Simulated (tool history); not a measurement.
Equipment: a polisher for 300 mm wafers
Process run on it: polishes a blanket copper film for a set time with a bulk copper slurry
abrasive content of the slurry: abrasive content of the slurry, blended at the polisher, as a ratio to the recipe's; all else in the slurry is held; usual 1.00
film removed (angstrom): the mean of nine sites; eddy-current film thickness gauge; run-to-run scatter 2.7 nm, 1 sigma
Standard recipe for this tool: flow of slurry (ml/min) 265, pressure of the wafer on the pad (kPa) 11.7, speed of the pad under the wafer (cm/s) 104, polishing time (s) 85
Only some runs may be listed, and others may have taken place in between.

run,hour,flow of slurry (ml/min),pressure of the wafer on the pad (kPa),speed of the pad under the wafer (cm/s),abrasive content of the slurry,polishing time (s),wafers since the last listed run,wafers polished on this pad,hours since the slurry nozzle was cleaned,hours since the head pressure was calibrated,hours since the slurry blender was calibrated,"incoming thickness of the incoming film, nm",film removed (angstrom)
1,0.0,265,11.7,104,1.00,85,0,137,25.2,987.8,19.0,2873.9,4094
2,11.0,265,11.7,104,1.00,85,63,201,36.2,998.8,30.0,2943.3,4060
3,45.6,265,9.7,104,1.00,85,201,402,70.8,1033.4,64.6,2888.5,3357
4,57.6,265,9.7,104,1.00,85,69,472,82.8,1045.4,76.6,2901.6,3364
5,81.0,265,11.7,104,1.00,85,135,608,106.2,1068.8,100.0,2902.4,4061
6,87.3,265,11.7,104,1.00,85,36,644,112.5,1075.1,106.3,2925.7,4050
# hour 115.0: head pressure recalibrated
# hour 136.1: worn pad replaced by a new one, of another model than before
7,138.4,265,11.7,104,0.85,85,262,13,163.6,23.4,157.4,2911.2,3870
8,153.2,265,11.7,104,0.85,85,85,99,178.4,38.2,172.2,2931.5,3826
9,170.1,265,11.7,104,0.85,85,98,197,195.3,55.1,189.1,2873.9,3803
# hour 179.7: slurry blender recalibrated
10,180.2,265,11.7,104,1.00,85,47,244,205.4,65.2,0.5,2904.5,4090
11,217.5,265,14.5,134,1.00,75,216,461,242.7,102.5,37.8,2933.4,5105
# hour 219.6: slurry nozzle cleaned
12,232.0,265,11.7,74,0.90,102,78,539,12.4,117.0,52.3,2946.4,3555
13,242.8,265,11.7,104,1.10,85,62,602,23.2,127.8,63.1,2921.1,4150
14,253.8,265,11.7,104,0.85,85,63,666,34.2,138.8,74.1,2924.4,3895
15,267.3,265,9.7,104,1.00,85,78,744,47.7,152.3,87.6,2911.7,3635
16,279.2,265,11.7,86,1.15,85,69,814,59.6,164.2,99.5,2881.1,3552
17,291.8,265,9.7,104,1.00,85,73,887,72.2,176.8,112.1,2868.4,3640
18,303.2,265,9.0,104,1.00,85,66,953,83.6,188.2,123.5,2870.0,3465
# hour 312.6: worn pad replaced by a new one
19,313.1,265,11.7,104,1.00,103,34,2,93.5,198.1,133.4,2907.4,4880
20,343.2,265,11.7,104,1.00,85,174,177,123.6,228.2,163.5,2882.5,4015

Entry by entry between the runs, the difference in hidden state between the last listed run before and the first listed run after:
From run 6 to run 7: head pressure recalibrated (hour 115.0); worn pad replaced by a new one, of another model than before (hour 136.1)
  abrasive missing from the slurry, %: 6.43 -> 9.44
  what was measured, less what the result would be without the hidden state, film removed (angstrom): -67 -> -94
From run 9 to run 10: slurry blender recalibrated (hour 179.7)
  abrasive missing from the slurry, %: 11.3 -> 0.719
  what was measured, less what the result would be without the hidden state, film removed (angstrom): -112 -> -8
From run 11 to run 12: slurry nozzle cleaned (hour 219.6)
  abrasive missing from the slurry, %: 2.92 -> 3.78
  what was measured, less what the result would be without the hidden state, film removed (angstrom): -38 -> -33
From run 18 to run 19: worn pad replaced by a new one (hour 312.6)
  abrasive missing from the slurry, %: 7.98 -> 8.57
  what was measured, less what the result would be without the hidden state, film removed (angstrom): -72 -> -109

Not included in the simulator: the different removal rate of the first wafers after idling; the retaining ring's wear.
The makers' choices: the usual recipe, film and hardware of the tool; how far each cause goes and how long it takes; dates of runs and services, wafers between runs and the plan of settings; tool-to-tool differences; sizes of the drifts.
